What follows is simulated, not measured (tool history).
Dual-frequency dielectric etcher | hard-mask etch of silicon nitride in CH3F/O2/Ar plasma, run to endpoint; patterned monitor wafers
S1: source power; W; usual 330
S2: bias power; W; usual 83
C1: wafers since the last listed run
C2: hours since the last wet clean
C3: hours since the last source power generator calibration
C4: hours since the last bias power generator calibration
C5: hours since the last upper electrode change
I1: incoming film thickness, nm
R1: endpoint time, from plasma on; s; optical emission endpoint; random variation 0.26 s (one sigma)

run,day,S1,S2,C1,C2,C3,C4,C5,I1,R1
1,0.000,360,74,0,0.5,3299.4,2951.3,2484.4,50.1,82.6
2,0.442,350,83,92,11.1,3310.0,2961.9,2495.0,49.8,80.2
3,2.788,350,83,489,67.4,3366.3,3018.2,2551.3,50.2,81.1
4,4.088,330,83,271,98.6,3397.5,3049.4,2582.5,50.5,83.6
5,6.292,330,83,459,151.5,3450.4,3102.3,2635.4,50.3,83.0
6,8.338,330,83,426,200.6,3499.5,3151.4,2684.5,50.3,83.1
7,9.867,330,83,318,237.3,3536.2,3188.1,2721.2,50.5,83.2
8,11.121,280,83,261,267.4,3566.3,3218.2,2751.3,50.2,90.2
9,12.762,330,94,342,306.8,3605.7,3257.6,2790.7,50.6,79.9
# day 15.267: source power generator calibrated
10,20.142,330,94,1504,483.9,117.0,3434.7,2967.8,50.7,80.3
# day 21.642: wet clean of the chamber
11,22.575,330,83,298,22.4,175.4,3493.1,3026.2,50.4,85.1
12,25.538,330,83,617,93.5,246.5,3564.2,3097.3,50.6,85.1
13,27.258,330,83,358,134.8,287.8,3605.5,3138.6,50.5,84.7
14,29.092,270,69,382,178.8,331.8,3649.5,3182.6,50.6,100.2
15,30.354,380,103,263,209.1,362.1,3679.8,3212.9,50.4,72.9
# day 38.425: upper electrode replaced
16,38.446,270,70,1479,403.3,556.3,3874.0,0.5,50.1,98.3
# day 40.704: wet clean of the chamber
17,40.725,370,97,266,0.5,611.0,3928.7,55.2,50.3,75.7
18,43.129,410,90,501,58.2,668.7,3986.4,112.9,50.9,74.7
# day 45.250: bias power generator calibrated
19,45.325,330,83,423,110.9,721.4,1.8,165.6,51.0,85.3
20,47.146,380,103,379,154.6,765.1,45.5,209.3,51.1,73.9
21,49.458,400,89,482,210.1,820.6,101.0,264.8,50.2,74.3
22,52.171,330,63,565,275.2,885.7,166.1,329.9,50.1,91.1
23,54.883,330,83,565,340.3,950.8,231.2,395.0,50.5,83.1
24,57.388,300,98,522,400.4,1010.9,291.3,455.1,50.1,82.2
25,58.562,400,67,245,428.6,1039.1,319.5,483.3,51.1,81.3
# day 61.658: wet clean of the chamber
26,61.679,360,92,441,0.5,1113.9,394.3,558.1,50.1,77.4
27,63.504,290,83,380,44.3,1157.7,438.1,601.9,50.1,90.2
28,66.329,330,90,589,112.1,1225.5,505.9,669.7,50.9,83.0
29,68.029,360,83,354,152.9,1266.3,546.7,710.5,50.2,80.3
30,69.700,330,83,348,193.0,1306.4,586.8,750.6,50.0,83.4
31,71.554,330,83,386,237.5,1350.9,631.3,795.1,49.7,82.5
32,74.538,390,73,622,309.1,1422.5,702.9,866.7,51.0,81.0
33,75.629,330,89,227,335.3,1448.7,729.1,892.9,50.8,82.4
34,78.946,330,63,691,414.9,1528.3,808.7,972.5,50.6,90.8

Hidden state or all else? Some run-to-run changes of R1, split into what the settings, what came in and random variation would give without the hidden state, and what is left for the hidden state (with any gauge scatter that isn't in both results):
The hidden state here: etch rate over this chamber's usual, %; source power that arrives over what is set, %; bias power that arrives over what is set, %.
Run 10 -> 11: S2 94 -> 83, wet clean of the chamber. R1 +4.8 s: hidden state +2.0, all else +2.8.
Run 14 -> 15: S1 270 -> 380, S2 69 -> 103. R1 -27.3 s: hidden state +0.1, all else -27.4.
Run 15 -> 16: S1 380 -> 270, S2 103 -> 70, upper electrode replaced. R1 +25.4 s: hidden state -1.4, all else +26.8.
Run 16 -> 17: S1 270 -> 370, S2 70 -> 97, wet clean of the chamber. R1 -22.6 s: hidden state +2.1, all else -24.7.
Run 25 -> 26: S1 400 -> 360, S2 67 -> 92, wet clean of the chamber. R1 -3.9 s: hidden state +1.9, all else -5.8.
